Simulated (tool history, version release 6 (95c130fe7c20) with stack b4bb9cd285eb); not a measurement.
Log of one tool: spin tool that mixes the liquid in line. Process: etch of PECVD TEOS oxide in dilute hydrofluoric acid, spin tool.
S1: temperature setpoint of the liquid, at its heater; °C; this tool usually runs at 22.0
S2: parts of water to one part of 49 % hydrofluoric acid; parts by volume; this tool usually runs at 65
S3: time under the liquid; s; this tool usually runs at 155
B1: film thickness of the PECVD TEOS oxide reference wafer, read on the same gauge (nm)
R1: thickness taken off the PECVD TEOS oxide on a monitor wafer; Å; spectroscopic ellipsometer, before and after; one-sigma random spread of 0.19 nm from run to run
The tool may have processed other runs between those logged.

run    hour    S1  S2   S3      B1     R1
  1     0.0  22.0  65  155  120.05  219.8
  2    70.1  22.0  90  155  120.00  154.8
      135.1  -- gauge calibrated
  3   141.2  22.0  90  155  119.99  153.8
  4   165.7  25.0  65  155  119.97  251.7
  5   216.7  25.0  65  155  120.03  251.8
  6   266.5  25.0  65  155  119.99  254.4
  7   294.7  20.5  65  155  120.00  210.2
  8   328.5  22.0  65  220  120.04  314.9
  9   452.9  22.0  65  220  120.03  322.1
 10   479.7  22.0  65  220  120.03  320.9
 11   522.3  22.0  65  155  119.96  228.3
 12   550.8  22.0  65  155  120.00  228.5
      585.0  -- thermometer replaced
      586.3  -- hydrofluoric acid flow meter replaced
 13   616.0  22.0  65  155  120.03  210.7
 14   685.8  22.0  65  155  119.99  213.0
 15   729.8  22.0  40  155  119.97  358.0
      832.9  -- gauge calibrated
 16   910.5  22.0  65  155  120.02  215.8
 17   968.7  17.0  35  155  120.03  334.0
 18  1031.4  19.5  65  155  120.00  193.6
 19  1081.3  18.5  40  105  120.00  211.0
 20  1143.0  22.0  55  205  119.97  341.9
 21  1213.7  19.5  75  215  119.97  232.2
 22  1240.3  22.0  65  155  119.99  214.8
     1248.7  -- thermometer replaced
 23  1279.7  22.0  65  200  120.05  284.4
 24  1329.8  22.0  50  120  119.99  224.9
 25  1387.4  22.0  65  155  119.95  217.6
 26  1439.0  19.0  45  155  120.00  291.0
 27  1494.1  26.5  40  155  119.99  445.5
 28  1553.6  19.0  65  190  119.97  239.4

Consider 4 possible next runs. They are alternatives, not a sequence: every one starts from the tool as it was left by run 28. What does each give?
  A  1554.1  22.0  65  155   ?   ?
  B  1554.1  20.0  50  155   ?   ?
  C  1554.1  20.0  50  225   ?   ?
  D  1554.1  25.0  85  190   ?   ?

run      B1     R1
  A  120.01  222.7
  B  120.01  270.9
  C  120.01  393.2
  D  120.01  230.2
The same runs, with their run-to-run variation unchanged, on a tool lacking any hidden condition would have given:
run     R1
  A  211.6
  B  257.6
  C  373.9
  D  218.4
